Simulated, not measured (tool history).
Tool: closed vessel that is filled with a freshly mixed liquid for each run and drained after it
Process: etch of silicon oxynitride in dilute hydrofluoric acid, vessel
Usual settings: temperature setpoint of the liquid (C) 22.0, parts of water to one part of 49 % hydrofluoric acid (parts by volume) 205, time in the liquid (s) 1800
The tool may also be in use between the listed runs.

| run | hour | temperature setpoint of the liquid (C) | parts of water to one part of 49 % hydrofluoric acid (parts by volume) | time in the liquid (s) | wafers since the last listed run | hours since the thermometer was replaced | hours since the hydrofluoric acid flow meter was replaced | hours since the gauge calibration | read-back film thickness of the silicon oxynitride reference wafer, read on the same gauge (nm) | thickness taken off the silicon oxynitride on a monitor wafer (Å) |
|---|---|---|---|---|---|---|---|---|---|---|
| 1 | 0.0 | 22.0 | 150 | 1800 | 0 | 2031.9 | 778.0 | 295.6 | 129.99 | 149.4 |
| 2 | 54.7 | 24.5 | 205 | 1040 | 2595 | 2086.6 | 832.7 | 350.3 | 130.04 | 67.6 |
| 3 | 101.9 | 24.5 | 205 | 1040 | 2239 | 2133.8 | 879.9 | 397.5 | 129.97 | 68.1 |
| 4 | 191.8 | 24.5 | 205 | 1040 | 4266 | 2223.7 | 969.8 | 487.4 | 129.98 | 68.1 |
| 5 | 231.5 | 23.5 | 205 | 1800 | 1884 | 2263.4 | 1009.5 | 527.1 | 129.99 | 112.4 |
| 6 | 298.7 | 22.0 | 205 | 1800 | 3189 | 2330.6 | 1076.7 | 594.3 | 130.03 | 105.3 |
|  | 336.4 | hydrofluoric acid flow meter replaced |
| 7 | 365.1 | 22.0 | 275 | 1110 | 3103 | 2397.0 | 28.7 | 660.7 | 129.97 | 45.9 |
| 8 | 465.8 | 22.0 | 275 | 1110 | 4778 | 2497.7 | 129.4 | 761.4 | 129.99 | 46.3 |
| 9 | 505.0 | 22.0 | 205 | 1800 | 1860 | 2536.9 | 168.6 | 800.6 | 130.01 | 105.4 |
| 10 | 575.2 | 22.0 | 205 | 1800 | 3331 | 2607.1 | 238.8 | 870.8 | 130.01 | 105.0 |
|  | 639.1 | thermometer replaced |
| 11 | 681.7 | 22.0 | 205 | 1800 | 5006 | 42.6 | 345.3 | 977.3 | 130.01 | 101.5 |
| 12 | 719.0 | 22.0 | 205 | 1800 | 1770 | 79.9 | 382.6 | 1014.6 | 130.00 | 102.2 |
| 13 | 756.0 | 22.0 | 205 | 1800 | 1755 | 116.9 | 419.6 | 1051.6 | 129.97 | 102.8 |
| 14 | 826.3 | 22.0 | 255 | 1800 | 3336 | 187.2 | 489.9 | 1121.9 | 130.05 | 79.2 |
| 15 | 894.6 | 22.0 | 255 | 1800 | 3241 | 255.5 | 558.2 | 1190.2 | 130.00 | 79.4 |
| 16 | 959.1 | 22.0 | 255 | 1800 | 3060 | 320.0 | 622.7 | 1254.7 | 130.03 | 79.4 |
| 17 | 1019.2 | 19.5 | 160 | 1800 | 2852 | 380.1 | 682.8 | 1314.8 | 130.03 | 120.6 |
| 18 | 1060.2 | 22.0 | 205 | 1800 | 1945 | 421.1 | 723.8 | 1355.8 | 129.98 | 101.7 |
| 19 | 1138.4 | 20.0 | 290 | 2745 | 3711 | 499.3 | 802.0 | 1434.0 | 129.98 | 95.8 |
| 20 | 1177.4 | 22.0 | 205 | 1135 | 1850 | 538.3 | 841.0 | 1473.0 | 129.98 | 64.8 |
| 21 | 1262.3 | 18.0 | 125 | 1385 | 4029 | 623.2 | 925.9 | 1557.9 | 129.99 | 113.4 |
| 22 | 1305.8 | 17.5 | 205 | 1800 | 2064 | 666.7 | 969.4 | 1601.4 | 129.98 | 83.9 |
| 23 | 1370.6 | 22.0 | 205 | 2775 | 3075 | 731.5 | 1034.2 | 1666.2 | 129.99 | 158.1 |
| 24 | 1411.8 | 26.5 | 135 | 2195 | 1955 | 772.7 | 1075.4 | 1707.4 | 130.00 | 247.1 |
|  | 1470.8 | hydrofluoric acid flow meter replaced |
|  | 1507.3 | gauge calibrated |
| 25 | 1699.3 | 20.5 | 205 | 1385 | 13596 | 1060.2 | 228.5 | 192.0 | 129.97 | 74.2 |
| 26 | 1750.6 | 22.0 | 205 | 1230 | 2434 | 1111.5 | 279.8 | 243.3 | 130.00 | 70.2 |

Forecast run 27:
| 27 | 1824.9 | 26.0 | 295 | 1445 | 3526 | 1185.8 | 354.1 | 317.6 | ? | ? |

read-back film thickness of the silicon oxynitride reference wafer, read on the same gauge (nm): 129.99
thickness taken off the silicon oxynitride on a monitor wafer (Å): 64.3
Without the tool's hidden state the same run would have given thickness taken off the silicon oxynitride on a monitor wafer (Å) 63.0.
